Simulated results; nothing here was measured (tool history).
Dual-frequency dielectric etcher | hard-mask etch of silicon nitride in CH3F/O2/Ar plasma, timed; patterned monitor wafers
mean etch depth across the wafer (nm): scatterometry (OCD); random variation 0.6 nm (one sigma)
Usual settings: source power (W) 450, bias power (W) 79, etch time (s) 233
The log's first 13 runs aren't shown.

run,hour,source power (W),bias power (W),etch time (s),wafers since the last listed run,hours since the last wet clean,hours since the last source power generator calibration,hours since the last bias power generator calibration,hours since the last upper electrode change,hours since the gauge calibration,"read-back reference wafer on the same gauge, depth_nm",mean etch depth across the wafer (nm)
# hour 355.7: source power generator calibrated
14,363.9,450,79,233,162,302.5,8.2,1648.4,6075,106.2,188.1,192.4
# hour 374.2: bias power generator calibrated
15,385.8,450,79,233,127,324.4,30.1,11.6,6096.9,128.1,188.1,193.4
16,404.9,360,73,206,136,343.5,49.2,30.7,6116,147.2,188.2,154.4
17,436.5,530,79,233,225,375.1,80.8,62.3,6147.6,178.8,188.1,203.4
# hour 475.9: upper electrode replaced
# hour 477.5: wet clean of the chamber
18,478,450,94,210,113,0.5,122.3,103.8,2.1,220.3,188,186.8
19,478.4,450,72,233,2,0.9,122.7,104.2,2.5,220.7,188.2,186.1
20,494.3,510,88,178.5,113,16.8,138.6,120.1,18.4,236.6,187.8,160.3
21,510.1,420,90,233,112,32.6,154.4,135.9,34.2,252.4,188,198.6
22,531,560,79,233,148,53.5,175.3,156.8,55.1,273.3,187.9,206.7
23,550.8,450,79,233,141,73.3,195.1,176.6,74.9,293.1,188.1,193.4
24,570.4,450,79,233,139,92.9,214.7,196.2,94.5,312.7,187.9,192.1
25,583.7,480,66,258,94,106.2,228,209.5,107.8,326,188.3,203.7
26,603.9,510,70,253.5,143,126.4,248.2,229.7,128,346.2,187.9,209.6
27,622.8,450,79,298.5,134,145.3,267.1,248.6,146.9,365.1,188.2,247.5
28,648.8,450,79,233,185,171.3,293.1,274.6,172.9,391.1,188,191.9
29,669.2,450,79,233,145,191.7,313.5,295,193.3,411.5,188,194.2
30,683.8,450,65,279.5,103,206.3,328.1,309.6,207.9,426.1,187.8,213.2
31,701.5,410,92,213.5,126,224,345.8,327.3,225.6,443.8,188.1,182.5

3 ways to go on from here, each from the tool as it stands after run 31. What would each give?
A,702,450,79,233,3,224.5,346.3,327.8,226.1,444.3,?,?
B,702,350,88,261.5,3,224.5,346.3,327.8,226.1,444.3,?,?
C,702,450,79,257,3,224.5,346.3,327.8,226.1,444.3,?,?

run,"read-back reference wafer on the same gauge, depth_nm",mean etch depth across the wafer (nm)
A,188,191.6
B,188,207.4
C,188,211.3
Without the tool's hidden state the same runs would have given:
run,mean etch depth across the wafer (nm)
A,191.6
B,207.4
C,211.3
